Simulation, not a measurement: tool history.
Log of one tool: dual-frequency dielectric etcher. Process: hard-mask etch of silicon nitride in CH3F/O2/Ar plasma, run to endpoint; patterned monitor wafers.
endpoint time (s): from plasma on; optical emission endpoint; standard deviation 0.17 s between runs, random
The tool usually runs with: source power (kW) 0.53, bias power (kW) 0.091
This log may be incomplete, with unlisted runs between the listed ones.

| run | hour | source power (kW) | bias power (kW) | wafers since the last listed run | hours since the last wet clean | hours since the last source power generator calibration | hours since the last bias power generator calibration | hours since the last upper electrode change | incoming incoming film thickness, nm | endpoint time (s) |
|---|---|---|---|---|---|---|---|---|---|---|
| 1 | 0 | 0.53 | 0.091 | 0 | 513.3 | 4037.4 | 4409.7 | 2653.3 | 41.82 | 59 |
| 2 | 28.4 | 0.53 | 0.091 | 441 | 541.7 | 4065.8 | 4438.1 | 2681.7 | 41.74 | 59 |
|  | 54.1 | wet clean of the chamber |
| 3 | 54.6 | 0.53 | 0.091 | 34 | 0.5 | 4092 | 4464.3 | 2707.9 | 41.56 | 56.2 |
| 4 | 76.3 | 0.53 | 0.091 | 337 | 22.2 | 4113.7 | 4486 | 2729.6 | 42.1 | 57.3 |
| 5 | 97.3 | 0.53 | 0.091 | 326 | 43.2 | 4134.7 | 4507 | 2750.6 | 41.69 | 56.5 |
| 6 | 116.4 | 0.53 | 0.091 | 296 | 62.3 | 4153.8 | 4526.1 | 2769.7 | 41.89 | 57.1 |
| 7 | 131.3 | 0.53 | 0.091 | 231 | 77.2 | 4168.7 | 4541 | 2784.6 | 41.79 | 56.9 |
| 8 | 219.2 | 0.53 | 0.108 | 1366 | 165.1 | 4256.6 | 4628.9 | 2872.5 | 41.61 | 53.2 |
| 9 | 247.2 | 0.53 | 0.091 | 435 | 193.1 | 4284.6 | 4656.9 | 2900.5 | 41.27 | 56.8 |
| 10 | 272.6 | 0.53 | 0.091 | 394 | 218.5 | 4310 | 4682.3 | 2925.9 | 41.86 | 58 |
| 11 | 302.3 | 0.53 | 0.091 | 461 | 248.2 | 4339.7 | 4712 | 2955.6 | 41.66 | 57.4 |
| 12 | 320.1 | 0.53 | 0.091 | 276 | 266 | 4357.5 | 4729.8 | 2973.4 | 41.77 | 57.3 |
| 13 | 408.2 | 0.49 | 0.091 | 1369 | 354.1 | 4445.6 | 4817.9 | 3061.5 | 41.75 | 60 |
| 14 | 439 | 0.53 | 0.091 | 478 | 384.9 | 4476.4 | 4848.7 | 3092.3 | 41.72 | 58.3 |
| 15 | 465 | 0.53 | 0.091 | 404 | 410.9 | 4502.4 | 4874.7 | 3118.3 | 41.87 | 58.7 |
|  | 487.9 | bias power generator calibrated |
| 16 | 492.7 | 0.6 | 0.091 | 368 | 438.6 | 4530.1 | 4.8 | 3146 | 42.19 | 56.7 |
|  | 524.7 | wet clean of the chamber |
| 17 | 525.2 | 0.5 | 0.107 | 132 | 0.5 | 4562.6 | 37.3 | 3178.5 | 41.6 | 53.9 |
| 18 | 539.5 | 0.42 | 0.106 | 222 | 14.8 | 4576.9 | 51.6 | 3192.8 | 41.37 | 57.3 |
|  | 583.4 | source power generator calibrated |
|  | 590.7 | upper electrode replaced |
| 19 | 591.2 | 0.58 | 0.103 | 629 | 66.5 | 7.8 | 103.3 | 0.5 | 41.69 | 52.3 |
| 20 | 592.1 | 0.42 | 0.078 | 13 | 67.4 | 8.7 | 104.2 | 1.4 | 41.42 | 64.8 |
| 21 | 609.5 | 0.56 | 0.075 | 270 | 84.8 | 26.1 | 121.6 | 18.8 | 41.83 | 60.3 |
| 22 | 638 | 0.57 | 0.107 | 443 | 113.3 | 54.6 | 150.1 | 47.3 | 41.67 | 51.8 |
| 23 | 658.7 | 0.53 | 0.091 | 321 | 134 | 75.3 | 170.8 | 68 | 41.61 | 56.7 |
| 24 | 683.9 | 0.45 | 0.077 | 391 | 159.2 | 100.5 | 196 | 93.2 | 41.66 | 64.5 |
| 25 | 702.2 | 0.59 | 0.111 | 284 | 177.5 | 118.8 | 214.3 | 111.5 | 41.51 | 50.9 |
| 26 | 728.5 | 0.53 | 0.091 | 408 | 203.8 | 145.1 | 240.6 | 137.8 | 41.73 | 56.8 |
| 27 | 759.5 | 0.43 | 0.102 | 481 | 234.8 | 176.1 | 271.6 | 168.8 | 41.52 | 58.3 |
| 28 | 774.6 | 0.53 | 0.091 | 234 | 249.9 | 191.2 | 286.7 | 183.9 | 41.91 | 57.4 |
| 29 | 810.4 | 0.53 | 0.109 | 556 | 285.7 | 227 | 322.5 | 219.7 | 41.99 | 53.9 |
| 30 | 826.4 | 0.53 | 0.091 | 248 | 301.7 | 243 | 338.5 | 235.7 | 42 | 57.7 |
| 31 | 845.9 | 0.42 | 0.104 | 303 | 321.2 | 262.5 | 358 | 255.2 | 41.72 | 59 |

Predict each of these 5 candidate next runs independently; none follows another, all start after run 31:
| A | 846.3 | 0.65 | 0.091 | 6 | 321.6 | 262.9 | 358.4 | 255.6 | 41.33 | ? |
| B | 846.3 | 0.62 | 0.082 | 6 | 321.6 | 262.9 | 358.4 | 255.6 | 41.33 | ? |
| C | 846.3 | 0.53 | 0.1 | 6 | 321.6 | 262.9 | 358.4 | 255.6 | 41.33 | ? |
| D | 846.3 | 0.42 | 0.077 | 6 | 321.6 | 262.9 | 358.4 | 255.6 | 41.33 | ? |
| E | 846.3 | 0.64 | 0.072 | 6 | 321.6 | 262.9 | 358.4 | 255.6 | 41.33 | ? |

| run | endpoint time (s) |
|---|---|
| A | 53.7 |
| B | 56.7 |
| C | 55.5 |
| D | 66.4 |
| E | 58.9 |
With no hidden state in the tool, these same runs would have given:
| run | endpoint time (s) |
|---|---|
| A | 52.4 |
| B | 55.4 |
| C | 54.2 |
| D | 64.9 |
| E | 57.5 |
